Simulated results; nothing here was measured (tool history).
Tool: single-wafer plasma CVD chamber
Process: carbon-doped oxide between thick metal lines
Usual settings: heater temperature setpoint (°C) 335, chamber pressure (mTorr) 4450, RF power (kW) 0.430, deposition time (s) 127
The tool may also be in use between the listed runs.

| run | day | heater temperature setpoint (°C) | chamber pressure (mTorr) | RF power (kW) | deposition time (s) | read-back reference wafer on the same gauge, thickness_nm | mean film thickness on the monitor wafer (nm) |
|---|---|---|---|---|---|---|---|
| 1 | 0.000 | 335 | 4450 | 0.410 | 127 | 575.049 | 591.300 |
| 2 | 0.629 | 335 | 4450 | 0.410 | 127 | 575.218 | 589.327 |
| 3 | 2.096 | 335 | 4450 | 0.430 | 127 | 575.030 | 609.761 |
| 4 | 3.142 | 335 | 4450 | 0.430 | 127 | 574.663 | 611.112 |
| 5 | 4.008 | 335 | 4450 | 0.455 | 127 | 574.890 | 636.125 |
| 6 | 4.875 | 335 | 4450 | 0.455 | 127 | 575.136 | 635.058 |
| 7 | 5.992 | 335 | 4450 | 0.455 | 127 | 575.305 | 634.949 |
| 8 | 6.783 | 335 | 4450 | 0.430 | 127 | 574.976 | 609.384 |
| 9 | 7.804 | 335 | 4450 | 0.430 | 127 | 574.850 | 608.915 |
| 10 | 8.658 | 335 | 4450 | 0.430 | 139 | 574.716 | 665.783 |
|  | 9.729 | RF generator calibrated |
| 11 | 12.829 | 335 | 4450 | 0.400 | 127 | 574.890 | 591.475 |
| 12 | 13.758 | 335 | 4450 | 0.430 | 144 | 575.433 | 704.025 |
|  | 14.092 | gauge calibrated |
| 13 | 14.392 | 335 | 4450 | 0.430 | 146 | 574.837 | 715.487 |
|  | 14.879 | showerhead replaced |
| 14 | 14.912 | 335 | 4450 | 0.430 | 127 | 574.983 | 622.439 |
|  | 16.079 | thermocouple changed; heater temperature recalibrated |
| 15 | 16.092 | 343 | 4130 | 0.455 | 115 | 574.792 | 577.646 |
| 16 | 17.488 | 335 | 4450 | 0.430 | 127 | 575.010 | 631.898 |
|  | 18.583 | capacitance manometer re-zeroed and calibrated |
| 17 | 18.654 | 322 | 4830 | 0.405 | 145 | 575.142 | 723.572 |
| 18 | 19.304 | 345 | 3740 | 0.430 | 127 | 575.191 | 598.633 |
| 19 | 19.908 | 335 | 4780 | 0.360 | 118 | 575.146 | 515.245 |
| 20 | 21.100 | 348 | 3550 | 0.430 | 135 | 574.719 | 629.494 |
| 21 | 21.979 | 335 | 4450 | 0.475 | 127 | 574.816 | 675.495 |
| 22 | 22.896 | 335 | 4450 | 0.370 | 127 | 574.906 | 560.302 |
| 23 | 23.925 | 335 | 4450 | 0.430 | 127 | 575.000 | 627.987 |
| 24 | 24.854 | 335 | 4450 | 0.430 | 127 | 574.803 | 629.053 |
| 25 | 26.288 | 335 | 4450 | 0.500 | 111 | 575.058 | 608.795 |

Branching from run 25: 4 alternative next runs. What would each branch give?
| A | 26.304 | 335 | 3460 | 0.430 | 127 | ? | ? |
| B | 26.304 | 349 | 5400 | 0.360 | 139 | ? | ? |
| C | 26.304 | 346 | 4450 | 0.430 | 119 | ? | ? |
| D | 26.304 | 335 | 4450 | 0.430 | 105 | ? | ? |

| run | read-back reference wafer on the same gauge, thickness_nm | mean film thickness on the monitor wafer (nm) |
|---|---|---|
| A | 574.972 | 610.153 |
| B | 574.972 | 593.997 |
| C | 574.972 | 571.804 |
| D | 574.972 | 520.111 |
Take away the tool's hidden state, keep each run's random variation, and the runs would have read:
| run | mean film thickness on the monitor wafer (nm) |
|---|---|
| A | 619.162 |
| B | 602.770 |
| C | 580.003 |
| D | 527.791 |
